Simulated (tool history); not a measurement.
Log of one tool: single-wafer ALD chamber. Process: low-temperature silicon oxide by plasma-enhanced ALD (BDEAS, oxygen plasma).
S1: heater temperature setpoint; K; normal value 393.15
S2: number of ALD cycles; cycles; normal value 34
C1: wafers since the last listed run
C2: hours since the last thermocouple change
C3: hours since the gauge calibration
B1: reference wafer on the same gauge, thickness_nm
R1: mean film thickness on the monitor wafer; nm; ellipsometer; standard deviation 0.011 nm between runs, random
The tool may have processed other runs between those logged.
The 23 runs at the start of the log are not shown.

| run | hour | S1 | S2 | C1 | C2 | C3 | B1 | R1 |
|---|---|---|---|---|---|---|---|---|
| 24 | 1246.3 | 401.15 | 28 | 311 | 373.2 | 376.9 | 3.898 | 3.478 |
| 25 | 1302.7 | 393.15 | 34 | 297 | 429.6 | 433.3 | 3.898 | 4.315 |
| 26 | 1332.2 | 393.15 | 34 | 155 | 459.1 | 462.8 | 3.896 | 4.335 |
| 27 | 1388.1 | 393.15 | 38 | 294 | 515.0 | 518.7 | 3.899 | 4.820 |
| 28 | 1432.1 | 406.15 | 28 | 232 | 559.0 | 562.7 | 3.900 | 3.467 |
| 29 | 1497.7 | 385.15 | 34 | 345 | 624.6 | 628.3 | 3.901 | 4.377 |
| 30 | 1546.6 | 393.15 | 27 | 257 | 673.5 | 677.2 | 3.902 | 3.431 |
| 31 | 1608.1 | 401.15 | 37 | 324 | 735.0 | 738.7 | 3.899 | 4.622 |
| 32 | 1644.1 | 393.15 | 34 | 189 | 771.0 | 774.7 | 3.903 | 4.288 |
| 33 | 1675.9 | 386.15 | 34 | 167 | 802.8 | 806.5 | 3.902 | 4.390 |

The next listed run, before its measurement:
| 34 | 1703.6 | 393.15 | 28 | 146 | 830.5 | 834.2 | ? | ? |

{"run 34": {"B1": 3.899, "R1": 3.555}}
Take away the tool's hidden state, keep the run-to-run variation as it was, and the same run would have given R1 3.571 nm.
